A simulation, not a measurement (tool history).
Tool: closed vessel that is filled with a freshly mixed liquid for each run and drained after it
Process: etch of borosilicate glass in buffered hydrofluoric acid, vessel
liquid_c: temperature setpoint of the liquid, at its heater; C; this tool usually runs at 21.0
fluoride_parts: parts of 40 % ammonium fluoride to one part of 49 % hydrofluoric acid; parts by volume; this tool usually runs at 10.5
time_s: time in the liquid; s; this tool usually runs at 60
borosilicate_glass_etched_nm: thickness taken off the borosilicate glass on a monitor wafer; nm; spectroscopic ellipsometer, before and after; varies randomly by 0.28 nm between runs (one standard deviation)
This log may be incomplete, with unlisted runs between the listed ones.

run	day	liquid_c	fluoride_parts	time_s	wafers since the last listed run	hours since the thermometer was replaced	hours since the hydrofluoric acid flow meter was replaced	hours since the gauge calibration	read-back film thickness of the borosilicate glass reference wafer, read on the same gauge (nm)	borosilicate_glass_etched_nm
1	0.000	17.5	10.5	40	0	345.1	1117.9	316.9	81.26	33.74
2	1.354	21.0	10.5	60	2635	377.6	1150.4	349.4	81.29	61.52
# day 2.675: gauge calibrated
3	2.725	21.0	10.5	60	2667	410.5	1183.3	1.2	80.04	60.58
4	3.742	21.0	10.5	60	1978	434.9	1207.7	25.6	80.29	61.38
5	5.754	21.0	10.5	60	3916	483.2	1256.0	73.9	80.62	61.41
6	8.200	21.0	10.5	60	4759	541.9	1314.7	132.6	80.92	61.76
7	9.404	21.0	10.5	60	2343	570.8	1343.6	161.5	81.01	61.45
8	11.246	21.0	10.5	60	3583	615.0	1387.8	205.7	81.10	61.99
9	13.850	21.0	11.5	40	5067	677.5	1450.3	268.2	81.24	37.82
10	16.346	18.0	10.5	45	4856	737.4	1510.2	328.1	81.33	39.41
# day 17.183: hydrofluoric acid flow meter replaced
11	18.200	19.0	10.5	35	3527	781.9	24.4	372.6	81.33	32.33
# day 18.812: gauge calibrated
12	19.383	25.5	8.5	50	2302	810.3	52.8	13.7	80.01	76.99
# day 19.475: thermometer replaced
13	21.150	22.5	10.5	80	3356	40.2	95.2	56.1	80.33	88.42

Run 14, settings as shown, results not yet in. Your forecast:
14	22.292	17.0	12.0	95	2221	67.6	122.6	83.5	?	?

Run 14 produced read-back film thickness of the borosilicate glass reference wafer, read on the same gauge (nm) 80.51, borosilicate_glass_etched_nm 67.91 nm.
If the tool had no hidden condition, the same run with the same run-to-run variation would have returned borosilicate_glass_etched_nm 67.49 nm.
